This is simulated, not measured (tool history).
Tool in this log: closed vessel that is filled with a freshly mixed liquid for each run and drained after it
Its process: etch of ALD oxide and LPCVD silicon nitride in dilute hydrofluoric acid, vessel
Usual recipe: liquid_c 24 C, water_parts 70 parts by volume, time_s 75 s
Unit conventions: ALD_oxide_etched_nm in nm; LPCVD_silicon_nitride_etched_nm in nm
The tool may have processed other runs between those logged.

run    hour  liquid_c  water_parts  time_s  wafers since the last listed run  hours since the thermometer was replaced  hours since the hydrofluoric acid flow meter was replaced  hours since the gauge calibration  read-back film thickness of the ALD oxide reference wafer, read on the same gauge (nm)  read-back film thickness of the LPCVD silicon nitride reference wafer, read on the same gauge (nm)  ALD_oxide_etched_nm  LPCVD_silicon_nitride_etched_nm
  1       0        24           70      75                                 0                                     546.5                                                        248                              677.5                                                                                      90                                                                                              70.021                24.24                            0.524
  2    47.6        24           70      75                              4053                                     594.1                                                      295.6                              725.1                                                                                   90.01                                                                                              70.003                23.96                            0.462
  3    97.9        24           70      75                              4283                                     644.4                                                      345.9                              775.4                                                                                   89.97                                                                                              69.987                23.97                            0.442
  4   131.2        27           70      75                              2835                                     677.7                                                      379.2                              808.7                                                                                   90.03                                                                                              70.011                26.95                            0.567
  5   189.7        27           70      75                              4981                                     736.2                                                      437.7                              867.2                                                                                   89.99                                                                                              70.012                27.14                            0.621
  6   226.5        27           70      75                              3133                                       773                                                      474.5                                904                                                                                   90.01                                                                                              70.016                26.82                            0.511
      232.5  -- gauge calibrated
  7   289.3        24           55      75                              5347                                     835.8                                                      537.3                               56.8                                                                                   89.99                                                                                              70.018                 30.8                            0.664
  8   334.5        24           55      75                              3848                                       881                                                      582.5                                102                                                                                   90.01                                                                                              69.975                30.88                            0.541
  9   366.1        24           70      75                              2690                                     912.6                                                      614.1                              133.6                                                                                   89.98                                                                                              69.976                23.84                            0.478
 10   394.7      21.5           70      75                              2435                                     941.2                                                      642.7                              162.2                                                                                   89.99                                                                                              69.996                21.52                            0.326
 11   514.7      21.5           70      75                             10218                                    1061.2                                                      762.7                              282.2                                                                                      90                                                                                              70.016                21.23                            0.419
      537.5  -- hydrofluoric acid flow meter replaced
 12   556.4      19.5           70      75                              3465                                    1102.9                                                       18.9                              323.9                                                                                   90.02                                                                                              69.995                19.42                            0.329
 13   650.5        24          105      60                              8012                                      1197                                                        113                                418                                                                                      90                                                                                              69.975                12.07                            0.219
 14   704.5        24           80     100                              4598                                      1251                                                        167                                472                                                                                   89.97                                                                                              69.987                 26.9                            0.533
 15   796.7        24           70      75                              7850                                    1343.2                                                      259.2                              564.2                                                                                      90                                                                                              70.002                23.28                            0.468
 16     853        21          105      60                              4794                                    1399.5                                                      315.5                              620.5                                                                                   90.02                                                                                              70.002                 10.6                            0.215
 17     884        29           70      75                              2639                                    1430.5                                                      346.5                              651.5                                                                                   90.03                                                                                              69.991                 28.4                            0.621
      900.3  -- thermometer replaced
 18   922.4        24           70      75                              3184                                      22.1                                                      384.9                              689.9                                                                                   89.98                                                                                              70.026                25.19                            0.546
      940.8  -- gauge calibrated
 19   961.9        27           40     110                              3363                                      61.6                                                      424.4                               21.1                                                                                      90                                                                                              70.015                76.06                            1.608
 20  1008.7        24           95      95                              3985                                     108.4                                                      471.2                               67.9                                                                                      90                                                                                              69.998                 22.5                            0.478
 21  1109.4        26           40      75                              8574                                     209.1                                                      571.9                              168.6                                                                                   90.03                                                                                               70.01                49.43                            0.985
 22  1149.3      19.5           50      60                              3397                                       249                                                      611.8                              208.5                                                                                   90.01                                                                                              70.005                23.88                            0.375
 23  1186.5        24          105      45                              3167                                     286.2                                                        649                              245.7                                                                                   90.04                                                                                              70.015                 9.51                            0.192
     1228.9  -- hydrofluoric acid flow meter replaced
 24  1252.3        24           70      75                              5517                                       352                                                       23.4                              311.5                                                                                   90.01                                                                                              70.048                24.69                            0.513
 25  1287.7        21           85      35                              3014                                     387.4                                                       58.8                              346.9                                                                                   90.02                                                                                              70.008                 8.25                            0.141

Each row is a separate what-if for the run after 25, all from the same tool condition, not one after another. Results?
  A  1288.4        24           70     115                                59                                     388.1                                                       59.5                              347.6                                                                                       ?                                                                                                   ?                    ?                                ?
  B  1288.4        24           70     110                                59                                     388.1                                                       59.5                              347.6                                                                                       ?                                                                                                   ?                    ?                                ?
  C  1288.4        19           95      75                                59                                     388.1                                                       59.5                              347.6                                                                                       ?                                                                                                   ?                    ?                                ?
  D  1288.4      21.5           70      40                                59                                     388.1                                                       59.5                              347.6                                                                                       ?                                                                                                   ?                    ?                                ?
  E  1288.4        24           50     120                                59                                     388.1                                                       59.5                              347.6                                                                                       ?                                                                                                   ?                    ?                                ?

run  read-back film thickness of the ALD oxide reference wafer, read on the same gauge (nm)  read-back film thickness of the LPCVD silicon nitride reference wafer, read on the same gauge (nm)  ALD_oxide_etched_nm  LPCVD_silicon_nitride_etched_nm
  A                                                                                      90                                                                                              69.974                38.16                            0.739
  B                                                                                      90                                                                                              69.974                 36.5                            0.707
  C                                                                                      90                                                                                              69.974                14.49                            0.255
  D                                                                                      90                                                                                              69.974                11.98                            0.217
  E                                                                                      90                                                                                              69.974                57.21                            1.073
With the hidden condition removed and each run's random variation left untouched, the same runs would have given:
run  ALD_oxide_etched_nm  LPCVD_silicon_nitride_etched_nm
  A                 38.8                             0.76
  B                37.11                            0.727
  C                14.74                            0.262
  D                12.18                            0.223
  E                58.18                            1.103
